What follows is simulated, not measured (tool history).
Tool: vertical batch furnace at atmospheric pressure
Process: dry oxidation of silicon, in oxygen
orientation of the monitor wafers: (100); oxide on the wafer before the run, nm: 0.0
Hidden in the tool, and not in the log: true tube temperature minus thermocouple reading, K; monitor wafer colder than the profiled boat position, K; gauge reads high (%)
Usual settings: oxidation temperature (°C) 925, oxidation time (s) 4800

run	day	oxidation temperature (°C)	oxidation time (s)	wafers since the last listed run	hours since the last temperature calibration	hours since the boat lift was adjusted	hours since the gauge calibration	read-back reference wafer on the same gauge, thickness	oxide thickness on the monitor wafer (Å)
1	0	925	4800	0	2001.6	3737.6	1677.5	24.48	292.5
2	2.858	925	4800	815	2070.2	3806.2	1746.1	24.48	292.9
3	5.654	925	4800	797	2137.3	3873.3	1813.2	24.46	291.1
4	9.304	925	4800	1040	2224.9	3960.9	1900.8	24.5	293.3
5	12.862	909	2910	1014	2310.3	4046.3	1986.2	24.52	178.6
6	15.967	925	4800	885	2384.8	4120.8	2060.7	24.49	291.5
7	18.242	940	4800	648	2439.4	4175.4	2115.3	24.47	337.9
8	22.912	940	4800	1331	2551.5	4287.5	2227.4	24.47	340.1
9	26.396	932	4800	993	2635.1	4371.1	2311	24.5	312
10	32.288	932	4800	1680	2776.5	4512.5	2452.4	24.5	313
# day 42.925: boat lift adjusted
11	42.946	925	5400	2754	3032.3	0.5	2708.2	24.52	329.9
12	44.808	925	5400	531	3077	45.2	2752.9	24.48	328.1
13	47.708	925	5400	826	3146.6	114.8	2822.5	24.47	329.4
14	51.142	938	4800	979	3229	197.2	2904.9	24.53	347.4
15	54.142	938	4800	855	3301	269.2	2976.9	24.5	348.6
16	58.012	938	4800	1103	3393.9	362.1	3069.8	24.47	345.1
17	59.725	925	4800	488	3435	403.2	3110.9	24.49	305.7
18	63.821	925	4800	1167	3533.3	501.5	3209.2	24.51	304
# day 64.4: gauge calibrated
19	67.217	925	4800	968	3614.8	583	67.6	24.49	303
20	68.783	947	3660	446	3652.4	620.6	105.2	24.51	318.2
21	70.858	925	4800	591	3702.2	670.4	155	24.47	302.1
22	82.692	908	3750	3374	3986.2	954.4	439	24.51	217.5
# day 83.954: thermocouples replaced and temperature profile calibrated
23	86.167	907	4800	705	53.1	1037.8	522.4	24.51	247.7
24	88.833	912	6480	760	117.1	1101.8	586.4	24.53	317.1
25	97.354	939	6000	2429	321.6	1306.3	790.9	24.49	397.3
26	99.508	925	4800	614	373.3	1358	842.6	24.5	297.2
27	102.571	931	2640	873	446.8	1431.5	916.1	24.53	211.6
28	105.412	925	4800	810	515	1499.7	984.3	24.52	296.7
29	109.375	947	2460	1129	610.1	1594.8	1079.4	24.54	241.3
30	111.992	941	2940	746	672.9	1657.6	1142.2	24.5	250.3
31	115.742	941	3090	1069	762.9	1747.6	1232.2	24.49	259.2
32	119.125	925	4800	964	844.1	1828.8	1313.4	24.5	297.6
33	121.712	925	4800	737	906.2	1890.9	1375.5	24.48	294.4
34	126.054	901	4800	1238	1010.4	1995.1	1479.7	24.51	233.6
35	129.529	925	5580	990	1093.8	2078.5	1563.1	24.52	328.6
36	131.567	925	6480	580	1142.7	2127.4	1612	24.51	363.8

The same runs without the tool's hidden state, with the same run-to-run variation:
run	oxide thickness on the monitor wafer (Å)
1	298
2	298.5
3	296.8
4	299.2
5	182.4
6	297.5
7	345.6
8	348.1
9	319.1
10	320.5
11	322.5
12	320.9
13	322.3
14	339.7
15	341
16	337.9
17	299.8
18	298.4
19	297.6
20	311.9
21	296.9
22	214.1
23	249.3
24	318.8
25	399
26	298.2
27	212.3
28	297.6
29	242.1
30	251
31	259.8
32	298.3
33	295
34	234.1
35	329.4
36	364.6
